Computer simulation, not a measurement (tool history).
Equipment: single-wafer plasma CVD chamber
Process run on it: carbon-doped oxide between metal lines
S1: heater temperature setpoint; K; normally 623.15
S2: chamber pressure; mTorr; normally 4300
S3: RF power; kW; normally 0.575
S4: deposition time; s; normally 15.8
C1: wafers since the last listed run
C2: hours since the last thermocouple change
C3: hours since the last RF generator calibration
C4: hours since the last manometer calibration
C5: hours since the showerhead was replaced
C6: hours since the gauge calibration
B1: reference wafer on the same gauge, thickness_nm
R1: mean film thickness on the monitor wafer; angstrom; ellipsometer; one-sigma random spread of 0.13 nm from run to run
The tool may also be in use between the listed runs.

run 1 day=0 | S1=623.15 S2=4300 S3=0.575 S4=15.8 | C1=0 C2=1520.4 C3=1384.8 C4=1012.9 C5=6285.8 C6=90.2 | B1=82.487 | R1=833.35
run 2 day=0.283 | S1=623.15 S2=4300 S3=0.575 S4=15.8 | C1=200 C2=1527.2 C3=1391.6 C4=1019.7 C5=6292.6 C6=97 | B1=82.515 | R1=834.82
run 3 day=0.925 | S1=623.15 S2=4300 S3=0.575 S4=15.8 | C1=453 C2=1542.6 C3=1407 C4=1035.1 C5=6308 C6=112.4 | B1=82.508 | R1=832.46
run 4 day=2.883 | S1=623.15 S2=4300 S3=0.575 S4=15.8 | C1=1382 C2=1589.6 C3=1454 C4=1082.1 C5=6355 C6=159.4 | B1=82.493 | R1=832.05
run 5 day=3.542 | S1=623.15 S2=4300 S3=0.575 S4=15.8 | C1=464 C2=1605.4 C3=1469.8 C4=1097.9 C5=6370.8 C6=175.2 | B1=82.509 | R1=829.15
run 6 day=4.142 | S1=623.15 S2=4300 S3=0.575 S4=15.8 | C1=423 C2=1619.8 C3=1484.2 C4=1112.3 C5=6385.2 C6=189.6 | B1=82.498 | R1=829.66
run 7 day=4.575 | S1=623.15 S2=4300 S3=0.575 S4=15.8 | C1=306 C2=1630.2 C3=1494.6 C4=1122.7 C5=6395.6 C6=200 | B1=82.512 | R1=830.82
-- day=5.067 RF generator calibrated
-- day=5.138 capacitance manometer re-zeroed and calibrated
run 8 day=5.158 | S1=623.15 S2=4300 S3=0.575 S4=15.8 | C1=126 C2=1644.2 C3=2.2 C4=0.5 C5=6409.6 C6=214 | B1=82.487 | R1=869.47
-- day=5.554 thermocouple changed; heater temperature recalibrated
run 9 day=5.575 | S1=623.15 S2=4300 S3=0.575 S4=15.8 | C1=58 C2=0.5 C3=12.2 C4=10.5 C5=6419.6 C6=224 | B1=82.534 | R1=866.4
-- day=6.012 showerhead replaced
run 10 day=6.033 | S1=611.15 S2=4660 S3=0.685 S4=16.8 | C1=88 C2=11.5 C3=23.2 C4=21.5 C5=0.5 C6=235 | B1=82.497 | R1=1065.12
run 11 day=6.392 | S1=623.15 S2=4300 S3=0.5 S4=13.8 | C1=253 C2=20.1 C3=31.8 C4=30.1 C5=9.1 C6=243.6 | B1=82.486 | R1=706.03
run 12 day=6.692 | S1=623.15 S2=4300 S3=0.575 S4=15.8 | C1=211 C2=27.3 C3=39 C4=37.3 C5=16.3 C6=250.8 | B1=82.499 | R1=870.07
run 13 day=7.204 | S1=623.15 S2=3980 S3=0.575 S4=17.8 | C1=361 C2=39.6 C3=51.3 C4=49.6 C5=28.6 C6=263.1 | B1=82.491 | R1=969.42
-- day=7.358 gauge calibrated
run 14 day=7.646 | S1=623.15 S2=4700 S3=0.575 S4=15.8 | C1=311 C2=50.2 C3=61.9 C4=60.2 C5=39.2 C6=6.9 | B1=82.507 | R1=879.16
run 15 day=8.271 | S1=623.15 S2=4300 S3=0.575 S4=15.8 | C1=441 C2=65.2 C3=76.9 C4=75.2 C5=54.2 C6=21.9 | B1=82.516 | R1=870.1
run 16 day=9.004 | S1=629.15 S2=4300 S3=0.485 S4=17.9 | C1=517 C2=82.8 C3=94.5 C4=92.8 C5=71.8 C6=39.5 | B1=82.497 | R1=881.69
run 17 day=9.512 | S1=623.15 S2=5290 S3=0.635 S4=16.8 | C1=358 C2=95 C3=106.7 C4=105 C5=84 C6=51.7 | B1=82.477 | R1=996.71
run 18 day=10.042 | S1=623.15 S2=4860 S3=0.575 S4=15.8 | C1=373 C2=107.7 C3=119.4 C4=117.7 C5=96.7 C6=64.4 | B1=82.478 | R1=882.27
run 19 day=10.621 | S1=623.15 S2=3400 S3=0.605 S4=15.8 | C1=409 C2=121.6 C3=133.3 C4=131.6 C5=110.6 C6=78.3 | B1=82.482 | R1=870.82

Had the tool no unlogged condition, and each run kept its random variation, what would the results have been?
What the log doesn't record here: wafer temperature above the value expected at the setpoint (K); delivered RF power above the setpoint (%); true pressure above the setpoint (%); gauge reads high (%).
run=1 R1=869.15
run=2 R1=871.01
run=3 R1=869.31
run=4 R1=871.25
run=5 R1=869.03
run=6 R1=870.32
run=7 R1=872.08
run=8 R1=869.73
run=9 R1=866.66
run=10 R1=1065.44
run=11 R1=706.26
run=12 R1=870.35
run=13 R1=969.76
run=14 R1=879.49
run=15 R1=870.46
run=16 R1=882.12
run=17 R1=997.21
run=18 R1=882.77
run=19 R1=871.37

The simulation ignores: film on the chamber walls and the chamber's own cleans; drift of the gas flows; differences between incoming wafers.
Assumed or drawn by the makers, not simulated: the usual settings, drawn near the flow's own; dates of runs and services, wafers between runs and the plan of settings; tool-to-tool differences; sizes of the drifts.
